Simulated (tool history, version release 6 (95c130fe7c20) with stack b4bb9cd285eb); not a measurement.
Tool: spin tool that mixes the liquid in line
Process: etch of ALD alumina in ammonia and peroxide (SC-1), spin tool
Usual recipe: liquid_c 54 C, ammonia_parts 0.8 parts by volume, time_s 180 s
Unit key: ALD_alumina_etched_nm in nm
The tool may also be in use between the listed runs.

| run | hour | liquid_c | ammonia_parts | time_s | read-back film thickness of the ALD alumina reference wafer, read on the same gauge (nm) | ALD_alumina_etched_nm |
|---|---|---|---|---|---|---|
| 1 | 0 | 54 | 0.8 | 180 | 123.39 | 9.06 |
| 2 | 76.4 | 54 | 0.8 | 250 | 123.52 | 12.71 |
|  | 166.9 | heated supply line repaired |
|  | 187.3 | new drum of ammonia solution connected |
| 3 | 240.9 | 54 | 0.8 | 250 | 123.8 | 12.63 |
|  | 301 | ammonia flow meter replaced |
| 4 | 339 | 54 | 0.8 | 110 | 123.97 | 5.53 |
| 5 | 427.9 | 54 | 0.8 | 180 | 124.13 | 9.2 |
| 6 | 470.4 | 63.5 | 0.8 | 180 | 124.21 | 14.95 |
| 7 | 576.2 | 64 | 0.8 | 145 | 124.38 | 12.36 |
|  | 591.4 | thermometer replaced |
| 8 | 640.6 | 54 | 0.8 | 180 | 124.49 | 9.22 |
| 9 | 726.4 | 58 | 0.95 | 180 | 124.61 | 11.48 |
| 10 | 829 | 59.5 | 0.8 | 180 | 124.78 | 12.32 |
|  | 842 | new drum of ammonia solution connected |
|  | 852.3 | gauge calibrated |
| 11 | 901.3 | 47 | 1.2 | 180 | 120.44 | 6.25 |
| 12 | 982.2 | 48.5 | 1.05 | 260 | 120.54 | 9.84 |
|  | 1062.5 | ammonia flow meter replaced |
|  | 1067 | heated supply line repaired |
| 13 | 1080.7 | 54 | 0.8 | 180 | 120.73 | 8.86 |
| 14 | 1167 | 54 | 0.45 | 180 | 120.89 | 8.36 |
| 15 | 1205.1 | 48 | 0.65 | 105 | 120.94 | 3.67 |
| 16 | 1267.8 | 45 | 0.6 | 140 | 121.02 | 4.1 |
| 17 | 1327.8 | 46 | 0.65 | 180 | 121.17 | 5.59 |
| 18 | 1434.9 | 62.5 | 0.4 | 275 | 121.32 | 19.92 |
|  | 1472.8 | new drum of ammonia solution connected |
| 19 | 1542.8 | 54 | 1.1 | 285 | 121.52 | 14.65 |
| 20 | 1607.5 | 59 | 0.6 | 240 | 121.61 | 15.08 |
| 21 | 1675.2 | 54 | 0.8 | 180 | 121.76 | 8.96 |
| 22 | 1734.6 | 48 | 0.8 | 95 | 121.86 | 3.4 |
| 23 | 1789.3 | 54 | 0.45 | 220 | 121.93 | 10.37 |
|  | 1819.6 | heated supply line repaired |
| 24 | 1872.4 | 54 | 0.8 | 180 | 122.08 | 8.93 |

Had the tool no unlogged condition, and each run kept its random variation, what would the results have been?
What the log doesn't record here: liquid hotter than its thermometer reads (K); ammonia flow below the setpoint (%); temperature lost on the way to the wafer (K); ammonia solution weaker than its label (%); gauge reads high (%).
| run | ALD_alumina_etched_nm |
|---|---|
| 1 | 8.81 |
| 2 | 12.35 |
| 3 | 12.24 |
| 4 | 5.36 |
| 5 | 8.89 |
| 6 | 14.44 |
| 7 | 11.93 |
| 8 | 8.88 |
| 9 | 11.05 |
| 10 | 11.85 |
| 11 | 6.23 |
| 12 | 9.8 |
| 13 | 8.81 |
| 14 | 8.3 |
| 15 | 3.64 |
| 16 | 4.06 |
| 17 | 5.54 |
| 18 | 19.7 |
| 19 | 14.47 |
| 20 | 14.88 |
| 21 | 8.83 |
| 22 | 3.35 |
| 23 | 10.2 |
| 24 | 8.78 |

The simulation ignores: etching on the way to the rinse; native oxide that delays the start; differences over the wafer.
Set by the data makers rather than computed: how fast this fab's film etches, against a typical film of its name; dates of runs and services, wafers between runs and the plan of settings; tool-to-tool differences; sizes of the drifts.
